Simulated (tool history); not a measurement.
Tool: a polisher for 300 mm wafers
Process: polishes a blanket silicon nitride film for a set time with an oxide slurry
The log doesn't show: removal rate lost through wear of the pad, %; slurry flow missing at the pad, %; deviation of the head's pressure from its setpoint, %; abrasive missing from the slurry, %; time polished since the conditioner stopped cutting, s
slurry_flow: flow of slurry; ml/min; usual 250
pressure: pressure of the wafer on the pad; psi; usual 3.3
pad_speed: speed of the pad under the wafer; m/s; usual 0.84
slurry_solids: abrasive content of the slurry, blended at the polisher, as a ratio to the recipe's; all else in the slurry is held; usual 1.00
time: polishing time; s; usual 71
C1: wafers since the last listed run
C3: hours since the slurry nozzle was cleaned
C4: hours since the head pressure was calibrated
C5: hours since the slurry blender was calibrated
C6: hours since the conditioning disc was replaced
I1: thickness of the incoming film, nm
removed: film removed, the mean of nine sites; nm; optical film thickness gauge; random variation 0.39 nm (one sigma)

{"run": 1, "hour": 0.0, "slurry_flow": 250, "pressure": 3.3, "pad_speed": 0.98, "slurry_solids": 1.0, "time": 71, "C1": 0, "wafers polished on this pad": 1328, "C3": 183.0, "C4": 1038.7, "C5": 108.5, "C6": 375.1, "I1": 269.5, "removed": 38.6}
{"hour": 24.1, "done": "conditioning disc replaced and pad reconditioned"}
{"run": 2, "hour": 28.0, "slurry_flow": 250, "pressure": 3.3, "pad_speed": 0.84, "slurry_solids": 1.0, "time": 71, "C1": 269, "wafers polished on this pad": 1598, "C3": 211.0, "C4": 1066.7, "C5": 136.5, "C6": 3.9, "I1": 273.0, "removed": 35.8}
{"run": 3, "hour": 78.2, "slurry_flow": 250, "pressure": 3.3, "pad_speed": 0.84, "slurry_solids": 1.0, "time": 71, "C1": 520, "wafers polished on this pad": 2118, "C3": 261.2, "C4": 1116.9, "C5": 186.7, "C6": 54.1, "I1": 275.3, "removed": 35.0}
{"hour": 112.2, "done": "worn pad replaced by a new one"}
{"run": 4, "hour": 112.6, "slurry_flow": 250, "pressure": 3.3, "pad_speed": 0.84, "slurry_solids": 1.0, "time": 71, "C1": 314, "wafers polished on this pad": 4, "C3": 295.6, "C4": 1151.3, "C5": 221.1, "C6": 88.5, "I1": 265.7, "removed": 35.6}
{"run": 5, "hour": 142.5, "slurry_flow": 250, "pressure": 3.3, "pad_speed": 0.84, "slurry_solids": 1.0, "time": 71, "C1": 309, "wafers polished on this pad": 314, "C3": 325.5, "C4": 1181.2, "C5": 251.0, "C6": 118.4, "I1": 267.5, "removed": 34.5}
{"hour": 146.6, "done": "slurry blender recalibrated"}
{"run": 6, "hour": 183.0, "slurry_flow": 300, "pressure": 3.3, "pad_speed": 0.92, "slurry_solids": 1.0, "time": 71, "C1": 398, "wafers polished on this pad": 713, "C3": 366.0, "C4": 1221.7, "C5": 36.4, "C6": 158.9, "I1": 270.4, "removed": 38.6}
{"hour": 224.2, "done": "head pressure recalibrated"}
{"run": 7, "hour": 229.9, "slurry_flow": 250, "pressure": 3.3, "pad_speed": 0.7, "slurry_solids": 1.15, "time": 71, "C1": 465, "wafers polished on this pad": 1178, "C3": 412.9, "C4": 5.7, "C5": 83.3, "C6": 205.8, "I1": 275.1, "removed": 35.6}
{"run": 8, "hour": 270.7, "slurry_flow": 250, "pressure": 3.3, "pad_speed": 0.7, "slurry_solids": 1.15, "time": 71, "C1": 422, "wafers polished on this pad": 1601, "C3": 453.7, "C4": 46.5, "C5": 124.1, "C6": 246.6, "I1": 266.3, "removed": 35.2}
{"run": 9, "hour": 306.5, "slurry_flow": 250, "pressure": 3.3, "pad_speed": 0.84, "slurry_solids": 1.0, "time": 71, "C1": 370, "wafers polished on this pad": 1971, "C3": 489.5, "C4": 82.3, "C5": 159.9, "C6": 282.4, "I1": 273.2, "removed": 34.9}
{"run": 10, "hour": 358.4, "slurry_flow": 250, "pressure": 3.3, "pad_speed": 0.84, "slurry_solids": 0.9, "time": 71, "C1": 537, "wafers polished on this pad": 2509, "C3": 541.4, "C4": 134.2, "C5": 211.8, "C6": 334.3, "I1": 274.3, "removed": 33.7}
{"hour": 379.2, "done": "slurry blender recalibrated"}
{"hour": 405.4, "done": "worn pad replaced by a new one, of another model than before"}
{"run": 11, "hour": 424.5, "slurry_flow": 340, "pressure": 3.3, "pad_speed": 0.76, "slurry_solids": 1.25, "time": 84, "C1": 622, "wafers polished on this pad": 197, "C3": 607.5, "C4": 200.3, "C5": 45.3, "C6": 400.4, "I1": 266.5, "removed": 48.6}
{"hour": 433.7, "done": "conditioning disc replaced and pad reconditioned"}
{"run": 12, "hour": 468.5, "slurry_flow": 250, "pressure": 3.3, "pad_speed": 0.84, "slurry_solids": 1.0, "time": 71, "C1": 435, "wafers polished on this pad": 632, "C3": 651.5, "C4": 244.3, "C5": 89.3, "C6": 34.8, "I1": 271.3, "removed": 36.0}
{"run": 13, "hour": 515.7, "slurry_flow": 250, "pressure": 3.3, "pad_speed": 0.84, "slurry_solids": 1.0, "time": 71, "C1": 488, "wafers polished on this pad": 1121, "C3": 698.7, "C4": 291.5, "C5": 136.5, "C6": 82.0, "I1": 271.5, "removed": 35.9}
{"run": 14, "hour": 575.3, "slurry_flow": 250, "pressure": 3.3, "pad_speed": 0.84, "slurry_solids": 1.0, "time": 71, "C1": 617, "wafers polished on this pad": 1738, "C3": 758.3, "C4": 351.1, "C5": 196.1, "C6": 141.6, "I1": 270.7, "removed": 35.9}
{"run": 15, "hour": 639.0, "slurry_flow": 250, "pressure": 3.3, "pad_speed": 0.84, "slurry_solids": 1.0, "time": 71, "C1": 659, "wafers polished on this pad": 2398, "C3": 822.0, "C4": 414.8, "C5": 259.8, "C6": 205.3, "I1": 268.0, "removed": 34.8}
{"run": 16, "hour": 670.4, "slurry_flow": 225, "pressure": 3.3, "pad_speed": 0.84, "slurry_solids": 1.15, "time": 71, "C1": 325, "wafers polished on this pad": 2724, "C3": 853.4, "C4": 446.2, "C5": 291.2, "C6": 236.7, "I1": 267.3, "removed": 35.8}
{"hour": 675.1, "done": "worn pad replaced by a new one"}
{"hour": 689.4, "done": "slurry blender recalibrated"}
{"run": 17, "hour": 742.2, "slurry_flow": 250, "pressure": 3.3, "pad_speed": 0.84, "slurry_solids": 1.0, "time": 71, "C1": 681, "wafers polished on this pad": 674, "C3": 925.2, "C4": 518.0, "C5": 52.8, "C6": 308.5, "I1": 269.9, "removed": 36.8}
{"hour": 767.3, "done": "slurry nozzle cleaned"}
{"run": 18, "hour": 797.5, "slurry_flow": 280, "pressure": 4.2, "pad_speed": 0.84, "slurry_solids": 1.2, "time": 91, "C1": 562, "wafers polished on this pad": 1237, "C3": 30.2, "C4": 573.3, "C5": 108.1, "C6": 363.8, "I1": 268.5, "removed": 64.2}
{"hour": 833.6, "done": "conditioning disc replaced and pad reconditioned"}
{"run": 19, "hour": 836.7, "slurry_flow": 250, "pressure": 3.9, "pad_speed": 0.94, "slurry_solids": 1.25, "time": 92, "C1": 385, "wafers polished on this pad": 1622, "C3": 69.4, "C4": 612.5, "C5": 147.3, "C6": 3.1, "I1": 266.1, "removed": 63.3}
{"run": 20, "hour": 868.6, "slurry_flow": 250, "pressure": 4.0, "pad_speed": 0.84, "slurry_solids": 0.7, "time": 71, "C1": 330, "wafers polished on this pad": 1953, "C3": 101.3, "C4": 644.4, "C5": 179.2, "C6": 35.0, "I1": 268.9, "removed": 35.9}
{"hour": 931.5, "done": "worn pad replaced by a new one"}
{"run": 21, "hour": 963.8, "slurry_flow": 330, "pressure": 3.3, "pad_speed": 1.08, "slurry_solids": 1.25, "time": 71, "C1": 944, "wafers polished on this pad": 334, "C3": 196.5, "C4": 739.6, "C5": 274.4, "C6": 130.2, "I1": 269.9, "removed": 42.3}
{"hour": 991.7, "done": "slurry blender recalibrated"}
{"run": 22, "hour": 1030.1, "slurry_flow": 285, "pressure": 3.3, "pad_speed": 0.84, "slurry_solids": 1.0, "time": 93, "C1": 666, "wafers polished on this pad": 1000, "C3": 262.8, "C4": 805.9, "C5": 38.4, "C6": 196.5, "I1": 273.3, "removed": 48.5}
{"run": 23, "hour": 1093.7, "slurry_flow": 250, "pressure": 3.3, "pad_speed": 0.84, "slurry_solids": 0.85, "time": 48, "C1": 658, "wafers polished on this pad": 1659, "C3": 326.4, "C4": 869.5, "C5": 102.0, "C6": 260.1, "I1": 270.4, "removed": 22.9}
{"run": 24, "hour": 1153.2, "slurry_flow": 250, "pressure": 3.3, "pad_speed": 0.84, "slurry_solids": 1.0, "time": 71, "C1": 616, "wafers polished on this pad": 2276, "C3": 385.9, "C4": 929.0, "C5": 161.5, "C6": 319.6, "I1": 270.3, "removed": 36.1}

Hidden state at the last listed run before each entry between runs and at the first one after, where it differs:
Between runs 1 and 2: conditioning disc replaced and pad reconditioned (hour 24.1)
  abrasive missing from the slurry, %: 3.24 -> 4.21
  measured less the result without the state, removed: -0.6 -> -0.8 nm
Between runs 3 and 4: worn pad replaced by a new one (hour 112.2)
  abrasive missing from the slurry, %: 6.49 -> 8.46
  measured less the result without the state, removed: -1.1 -> -1.5 nm
Between runs 5 and 6: slurry blender recalibrated (hour 146.6)
  abrasive missing from the slurry, %: 10.4 -> 1.43
  measured less the result without the state, removed: -1.8 -> -0.2 nm
Between runs 6 and 7: head pressure recalibrated (hour 224.2)
  abrasive missing from the slurry, %: 1.43 -> 2.22
  measured less the result without the state, removed: -0.2 -> -0.3 nm
Between runs 10 and 11: slurry blender recalibrated (hour 379.2); worn pad replaced by a new one, of another model than before (hour 405.4)
  abrasive missing from the slurry, %: 7.55 -> 1.67
  measured less the result without the state, removed: -1.3 -> -0.3 nm
Between runs 11 and 12: conditioning disc replaced and pad reconditioned (hour 433.7)
  abrasive missing from the slurry, %: 1.67 -> 2.5
  measured less the result without the state, removed: -0.3 -> -0.4 nm
Between runs 16 and 17: worn pad replaced by a new one (hour 675.1); slurry blender recalibrated (hour 689.4)
  abrasive missing from the slurry, %: 13.3 -> 0.654
  measured less the result without the state, removed: -2.3 -> -0.2 nm
Between runs 17 and 18: slurry nozzle cleaned (hour 767.3)
  abrasive missing from the slurry, %: 0.654 -> 1.9
  measured less the result without the state, removed: -0.2 -> -0.5 nm
Between runs 18 and 19: conditioning disc replaced and pad reconditioned (hour 833.6)
  abrasive missing from the slurry, %: 1.9 -> 3.31
  measured less the result without the state, removed: -0.5 -> -0.9 nm
Between runs 20 and 21: worn pad replaced by a new one (hour 931.5)
  abrasive missing from the slurry, %: 4.77 -> 10.8
  measured less the result without the state, removed: -1.0 -> -2.0 nm
Between runs 21 and 22: slurry blender recalibrated (hour 991.7)
  abrasive missing from the slurry, %: 10.8 -> 0.717
  measured less the result without the state, removed: -2.0 -> -0.2 nm

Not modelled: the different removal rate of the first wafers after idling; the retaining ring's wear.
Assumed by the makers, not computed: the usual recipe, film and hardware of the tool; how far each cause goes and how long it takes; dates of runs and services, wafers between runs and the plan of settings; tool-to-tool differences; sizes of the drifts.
